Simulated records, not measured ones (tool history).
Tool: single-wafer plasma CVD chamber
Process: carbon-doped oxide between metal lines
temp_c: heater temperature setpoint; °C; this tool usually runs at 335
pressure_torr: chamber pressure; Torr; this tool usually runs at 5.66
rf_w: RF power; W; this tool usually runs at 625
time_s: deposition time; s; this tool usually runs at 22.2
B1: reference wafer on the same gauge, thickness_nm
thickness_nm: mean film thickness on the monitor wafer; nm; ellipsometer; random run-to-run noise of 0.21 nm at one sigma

Run 1, hour 0.0: usual settings; B1 123.959. Result: thickness_nm 131.281 nm.
At hour 4.4: gauge calibrated.
Run 2, hour 12.1: usual settings; B1 123.923. Result: thickness_nm 131.365 nm.
Run 3, hour 22.3: usual settings; B1 124.033. Result: thickness_nm 130.872 nm.
Run 4, hour 29.9: usual settings; B1 124.035. Result: thickness_nm 130.859 nm.
Run 5, hour 37.9: usual settings; B1 124.014. Result: thickness_nm 131.259 nm.
Run 6, hour 53.5: usual settings; B1 124.005. Result: thickness_nm 131.049 nm.
Run 7, hour 70.3: usual settings; B1 123.992. Result: thickness_nm 130.716 nm.
Run 8, hour 79.9: usual settings but rf_w 705 W, time_s 19.3 s; B1 123.990. Result: thickness_nm 124.221 nm.
At hour 98.6: thermocouple changed; heater temperature recalibrated.
Run 9, hour 99.1: usual settings but rf_w 705 W, time_s 19.3 s; B1 124.014. Result: thickness_nm 124.296 nm.
Run 10, hour 105.8: usual settings but temp_c 325 °C, time_s 26.0 s; B1 124.011. Result: thickness_nm 159.136 nm.
At hour 115.7: showerhead replaced, of another model than before.
Run 11, hour 120.5: usual settings; B1 124.017. Result: thickness_nm 134.325 nm.
Run 12, hour 134.4: usual settings but temp_c 344 °C, pressure_torr 4.92 Torr, rf_w 695 W; B1 124.048. Result: thickness_nm 135.450 nm.
At hour 146.2: RF generator calibrated.
Run 13, hour 148.6: usual settings but time_s 25.0 s; B1 124.029. Result: thickness_nm 157.234 nm.
Run 14, hour 161.2: usual settings but pressure_torr 6.86 Torr, time_s 20.1 s; B1 123.995. Result: thickness_nm 128.267 nm.
At hour 175.1: capacitance manometer re-zeroed and calibrated.
At hour 175.3: gauge calibrated.
Run 15, hour 175.7: usual settings; B1 124.026. Result: thickness_nm 139.768 nm.
Run 16, hour 183.8: usual settings; B1 124.029. Result: thickness_nm 139.091 nm.
Run 17, hour 195.1: usual settings but temp_c 349 °C, rf_w 515 W; B1 124.009. Result: thickness_nm 121.904 nm.
Run 18, hour 204.4: usual settings but rf_w 540 W, time_s 19.2 s; B1 124.019. Result: thickness_nm 113.310 nm.
Run 19, hour 221.9: usual settings but temp_c 325 °C, pressure_torr 6.21 Torr, rf_w 730 W; B1 124.023. Result: thickness_nm 156.326 nm.

Branching from run 19: 4 alternative next runs. What would each branch give?
Run A, hour 222.3: usual settings; B1 ?. Result: thickness_nm ?.
Run B, hour 222.3: usual settings but time_s 23.6 s; B1 ?. Result: thickness_nm ?.
Run C, hour 222.3: usual settings but rf_w 675 W, time_s 18.2 s; B1 ?. Result: thickness_nm ?.
Run D, hour 222.3: usual settings but temp_c 341 °C, pressure_torr 5.25 Torr, time_s 20.6 s; B1 ?. Result: thickness_nm ?.

run       B1  thickness_nm
  A  124.062       139.302
  B  124.062       147.938
  C  124.062       118.627
  D  124.062       126.140
With the hidden condition removed and each run's random variation left untouched, the same runs would have given:
run  thickness_nm
  A       140.222
  B       148.915
  C       119.394
  D       126.973

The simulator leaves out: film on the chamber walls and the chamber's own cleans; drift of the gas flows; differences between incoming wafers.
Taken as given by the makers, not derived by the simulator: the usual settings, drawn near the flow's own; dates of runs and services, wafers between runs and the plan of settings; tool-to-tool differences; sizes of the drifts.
